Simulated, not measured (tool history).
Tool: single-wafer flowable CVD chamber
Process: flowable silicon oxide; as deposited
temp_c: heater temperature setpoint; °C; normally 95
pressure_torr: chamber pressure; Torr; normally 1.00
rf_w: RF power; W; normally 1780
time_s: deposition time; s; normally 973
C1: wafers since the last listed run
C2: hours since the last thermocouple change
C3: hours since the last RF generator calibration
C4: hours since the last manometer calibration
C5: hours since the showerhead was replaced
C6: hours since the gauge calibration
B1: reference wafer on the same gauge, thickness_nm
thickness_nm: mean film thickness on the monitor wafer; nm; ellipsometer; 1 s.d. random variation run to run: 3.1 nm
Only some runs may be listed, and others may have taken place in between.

Run 1, hour 0.0: usual settings but pressure_torr 0.83 Torr, rf_w 1660 W; C1 0; C2 973.0; C3 450.8; C4 1148.9; C5 5461.8; C6 1568.9; B1 766.903. Result: thickness_nm 762.256 nm.
Run 2, hour 65.2: usual settings; C1 119; C2 1038.2; C3 516.0; C4 1214.1; C5 5527.0; C6 1634.1; B1 766.949. Result: thickness_nm 937.008 nm.
At hour 85.5: capacitance manometer re-zeroed and calibrated.
Run 3, hour 111.9: usual settings but temp_c 89 °C; C1 71; C2 1084.9; C3 562.7; C4 26.4; C5 5573.7; C6 1680.8; B1 767.647. Result: thickness_nm 1158.081 nm.
At hour 142.4: thermocouple changed; heater temperature recalibrated.
Run 4, hour 144.1: usual settings but temp_c 89 °C; C1 44; C2 1.7; C3 594.9; C4 58.6; C5 5605.9; C6 1713.0; B1 767.157. Result: thickness_nm 1161.670 nm.
Run 5, hour 169.1: usual settings; C1 45; C2 26.7; C3 619.9; C4 83.6; C5 5630.9; C6 1738.0; B1 766.626. Result: thickness_nm 937.731 nm.
Run 6, hour 231.0: usual settings but time_s 1034 s; C1 113; C2 88.6; C3 681.8; C4 145.5; C5 5692.8; C6 1799.9; B1 767.132. Result: thickness_nm 1001.463 nm.
Run 7, hour 292.0: usual settings but time_s 1034 s; C1 111; C2 149.6; C3 742.8; C4 206.5; C5 5753.8; C6 1860.9; B1 766.798. Result: thickness_nm 1000.795 nm.
Run 8, hour 324.2: usual settings but time_s 1034 s; C1 59; C2 181.8; C3 775.0; C4 238.7; C5 5786.0; C6 1893.1; B1 767.918. Result: thickness_nm 992.322 nm.
Run 9, hour 357.6: usual settings but pressure_torr 0.82 Torr, rf_w 1660 W; C1 61; C2 215.2; C3 808.4; C4 272.1; C5 5819.4; C6 1926.5; B1 767.255. Result: thickness_nm 752.141 nm.
Run 10, hour 406.1: usual settings; C1 89; C2 263.7; C3 856.9; C4 320.6; C5 5867.9; C6 1975.0; B1 767.430. Result: thickness_nm 942.176 nm.
Run 11, hour 458.1: usual settings; C1 95; C2 315.7; C3 908.9; C4 372.6; C5 5919.9; C6 2027.0; B1 766.415. Result: thickness_nm 937.169 nm.
At hour 477.8: gauge calibrated.
Run 12, hour 524.6: usual settings; C1 122; C2 382.2; C3 975.4; C4 439.1; C5 5986.4; C6 46.8; B1 766.956. Result: thickness_nm 941.923 nm.
Run 13, hour 569.0: usual settings but temp_c 85 °C, rf_w 1685 W; C1 81; C2 426.6; C3 1019.8; C4 483.5; C5 6030.8; C6 91.2; B1 766.587. Result: thickness_nm 1300.365 nm.
At hour 600.0: showerhead replaced.
Run 14, hour 600.5: usual settings but temp_c 107 °C, rf_w 1475 W, time_s 820 s; C1 43; C2 458.1; C3 1051.3; C4 515.0; C5 0.5; C6 122.7; B1 767.099. Result: thickness_nm 472.388 nm.
Run 15, hour 625.1: usual settings but temp_c 104 °C; C1 45; C2 482.7; C3 1075.9; C4 539.6; C5 25.1; C6 147.3; B1 767.232. Result: thickness_nm 671.856 nm.
At hour 669.3: RF generator calibrated.
Run 16, hour 696.5: usual settings but temp_c 83 °C, pressure_torr 0.81 Torr, rf_w 2015 W, time_s 1050 s; C1 116; C2 554.1; C3 27.2; C4 611.0; C5 96.5; C6 218.7; B1 767.556. Result: thickness_nm 1286.974 nm.
Run 17, hour 746.0: usual settings but time_s 1034 s; C1 90; C2 603.6; C3 76.7; C4 660.5; C5 146.0; C6 268.2; B1 767.766. Result: thickness_nm 1001.677 nm.
Run 18, hour 919.5: usual settings but temp_c 80 °C, pressure_torr 0.82 Torr; C1 318; C2 777.1; C3 250.2; C4 834.0; C5 319.5; C6 441.7; B1 767.166. Result: thickness_nm 1284.700 nm.
Run 19, hour 945.8: usual settings but temp_c 81 °C, pressure_torr 0.93 Torr; C1 48; C2 803.4; C3 276.5; C4 860.3; C5 345.8; C6 468.0; B1 766.801. Result: thickness_nm 1419.819 nm.
Run 20, hour 979.0: usual settings but rf_w 2040 W, time_s 779 s; C1 60; C2 836.6; C3 309.7; C4 893.5; C5 379.0; C6 501.2; B1 767.996. Result: thickness_nm 779.770 nm.
Run 21, hour 1050.5: usual settings but rf_w 1895 W, time_s 1030 s; C1 131; C2 908.1; C3 381.2; C4 965.0; C5 450.5; C6 572.7; B1 766.165. Result: thickness_nm 1015.260 nm.
Run 22, hour 1102.0: usual settings but pressure_torr 1.08 Torr, rf_w 2120 W; C1 94; C2 959.6; C3 432.7; C4 1016.5; C5 502.0; C6 624.2; B1 766.547. Result: thickness_nm 1057.701 nm.
At hour 1144.5: capacitance manometer re-zeroed and calibrated.
Run 23, hour 1145.0: usual settings but time_s 890 s; C1 64; C2 1002.6; C3 475.7; C4 0.5; C5 545.0; C6 667.2; B1 766.722. Result: thickness_nm 861.557 nm.
Run 24, hour 1163.5: usual settings but temp_c 103 °C, pressure_torr 1.13 Torr; C1 33; C2 1021.1; C3 494.2; C4 19.0; C5 563.5; C6 685.7; B1 766.930. Result: thickness_nm 788.683 nm.
Run 25, hour 1191.0: usual settings but temp_c 103 °C, pressure_torr 1.20 Torr, rf_w 1585 W, time_s 806 s; C1 50; C2 1048.6; C3 521.7; C4 46.5; C5 591.0; C6 713.2; B1 767.104. Result: thickness_nm 662.226 nm.
Run 26, hour 1237.8: usual settings but temp_c 87 °C; C1 85; C2 1095.4; C3 568.5; C4 93.3; C5 637.8; C6 760.0; B1 767.232. Result: thickness_nm 1242.701 nm.
At hour 1248.9: thermocouple changed; heater temperature recalibrated.
Run 27, hour 1282.6: usual settings but rf_w 1965 W, time_s 1075 s; C1 67; C2 33.7; C3 613.3; C4 138.1; C5 682.6; C6 804.8; B1 766.864. Result: thickness_nm 1071.546 nm.

What if the next run were any one of these 5? Each begins from the tool's condition after run 27:
Run A, hour 1283.3: usual settings but rf_w 1960 W; C1 1; C2 34.4; C3 614.0; C4 138.8; C5 683.3; C6 805.5; B1 ?. Result: thickness_nm ?.
Run B, hour 1283.3: usual settings but temp_c 104 °C, rf_w 2050 W, time_s 815 s; C1 1; C2 34.4; C3 614.0; C4 138.8; C5 683.3; C6 805.5; B1 ?. Result: thickness_nm ?.
Run C, hour 1283.3: usual settings but pressure_torr 0.91 Torr, rf_w 2105 W; C1 1; C2 34.4; C3 614.0; C4 138.8; C5 683.3; C6 805.5; B1 ?. Result: thickness_nm ?.
Run D, hour 1283.3: usual settings but temp_c 101 °C, rf_w 1990 W, time_s 919 s; C1 1; C2 34.4; C3 614.0; C4 138.8; C5 683.3; C6 805.5; B1 ?. Result: thickness_nm ?.
Run E, hour 1283.3: usual settings but temp_c 106 °C, time_s 1081 s; C1 1; C2 34.4; C3 614.0; C4 138.8; C5 683.3; C6 805.5; B1 ?. Result: thickness_nm ?.

run       B1  thickness_nm
  A  767.506       969.093
  B  767.506       589.012
  C  767.506       897.191
  D  767.506       737.552
  E  767.506       698.897
With no hidden state in the tool, these same runs would have given:
run  thickness_nm
  A       969.093
  B       589.012
  C       897.191
  D       737.552
  E       698.897
